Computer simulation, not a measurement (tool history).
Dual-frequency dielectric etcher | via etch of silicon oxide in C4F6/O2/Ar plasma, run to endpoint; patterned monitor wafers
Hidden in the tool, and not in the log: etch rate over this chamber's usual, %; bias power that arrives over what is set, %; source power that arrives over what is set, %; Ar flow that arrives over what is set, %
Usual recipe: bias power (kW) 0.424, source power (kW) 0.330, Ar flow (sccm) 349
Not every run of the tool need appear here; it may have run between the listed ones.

run	hour	bias power (kW)	source power (kW)	Ar flow (sccm)	wafers since the last listed run	hours since the last wet clean	hours since the last bias power generator calibration	hours since the last source power generator calibration	hours since the last Ar flow controller change	hours since the last upper electrode change	incoming incoming film thickness, nm	endpoint time (s)
1	0.0	0.424	0.330	349	0	345.0	1732.4	1722.6	1853.1	2278.2	203.3	56.2
2	7.1	0.424	0.330	280	102	352.1	1739.5	1729.7	1860.2	2285.3	203.0	55.6
3	18.3	0.424	0.330	280	161	363.3	1750.7	1740.9	1871.4	2296.5	204.4	55.8
4	29.8	0.462	0.330	284	165	374.8	1762.2	1752.4	1882.9	2308.0	201.6	53.6
5	46.3	0.424	0.330	349	237	391.3	1778.7	1768.9	1899.4	2324.5	202.7	56.2
6	55.0	0.470	0.330	349	125	400.0	1787.4	1777.6	1908.1	2333.2	204.1	55.8
7	62.3	0.379	0.280	419	105	407.3	1794.7	1784.9	1915.4	2340.5	202.7	63.7
8	76.7	0.480	0.410	326	207	421.7	1809.1	1799.3	1929.8	2354.9	204.7	50.2
9	85.2	0.330	0.380	349	122	430.2	1817.6	1807.8	1938.3	2363.4	201.6	56.3
10	92.3	0.424	0.330	349	102	437.3	1824.7	1814.9	1945.4	2370.5	203.3	56.9
11	108.6	0.325	0.280	391	234	453.6	1841.0	1831.2	1961.7	2386.8	201.5	66.0
12	118.0	0.424	0.330	286	135	463.0	1850.4	1840.6	1971.1	2396.2	201.1	55.5
13	124.3	0.424	0.330	349	90	469.3	1856.7	1846.9	1977.4	2402.5	203.9	57.1
# hour 135.8: bias power generator calibrated
# hour 149.8: wet clean of the chamber
# hour 152.6: source power generator calibrated
14	153.1	0.424	0.370	349	114	3.3	17.3	0.5	2006.2	2431.3	201.2	51.4
15	153.4	0.424	0.330	349	4	3.6	17.6	0.8	2006.5	2431.6	202.1	53.9
16	170.2	0.375	0.400	349	241	20.4	34.4	17.6	2023.3	2448.4	204.2	51.9
# hour 191.5: Ar flow controller replaced
# hour 199.7: upper electrode replaced
17	207.6	0.424	0.270	349	333	57.8	71.8	55.0	16.1	7.9	201.4	60.2
18	225.5	0.470	0.380	411	257	75.7	89.7	72.9	34.0	25.8	202.4	51.1
19	235.3	0.424	0.330	349	141	85.5	99.5	82.7	43.8	35.6	204.6	55.4
20	251.6	0.522	0.260	380	234	101.8	115.8	99.0	60.1	51.9	202.2	58.4
21	269.1	0.489	0.300	307	251	119.3	133.3	116.5	77.6	69.4	202.6	54.9
22	276.5	0.424	0.330	349	106	126.7	140.7	123.9	85.0	76.8	202.6	55.2
23	286.6	0.477	0.330	271	145	136.8	150.8	134.0	95.1	86.9	202.4	52.3
24	305.4	0.485	0.290	306	270	155.6	169.6	152.8	113.9	105.7	200.7	55.2
25	334.4	0.328	0.330	349	417	184.6	198.6	181.8	142.9	134.7	201.6	58.9
26	343.1	0.424	0.330	349	125	193.3	207.3	190.5	151.6	143.4	201.4	55.0
27	353.8	0.424	0.360	349	154	204.0	218.0	201.2	162.3	154.1	202.5	52.7
28	360.1	0.424	0.330	349	90	210.3	224.3	207.5	168.6	160.4	201.4	55.4
29	378.1	0.424	0.330	349	259	228.3	242.3	225.5	186.6	178.4	200.8	55.2

Branching from run 29: 4 alternative next runs. What would each branch give?
A	378.5	0.424	0.330	349	5	228.7	242.7	225.9	187.0	178.8	203.8	?
B	378.5	0.424	0.280	349	5	228.7	242.7	225.9	187.0	178.8	203.8	?
C	378.5	0.361	0.400	349	5	228.7	242.7	225.9	187.0	178.8	203.8	?
D	378.5	0.348	0.400	349	5	228.7	242.7	225.9	187.0	178.8	203.8	?

run	endpoint time (s)
A	56.3
B	60.8
C	53.7
D	54.1
Without the tool's hidden state the same runs would have given:
run	endpoint time (s)
A	55.1
B	59.5
C	52.5
D	53.0
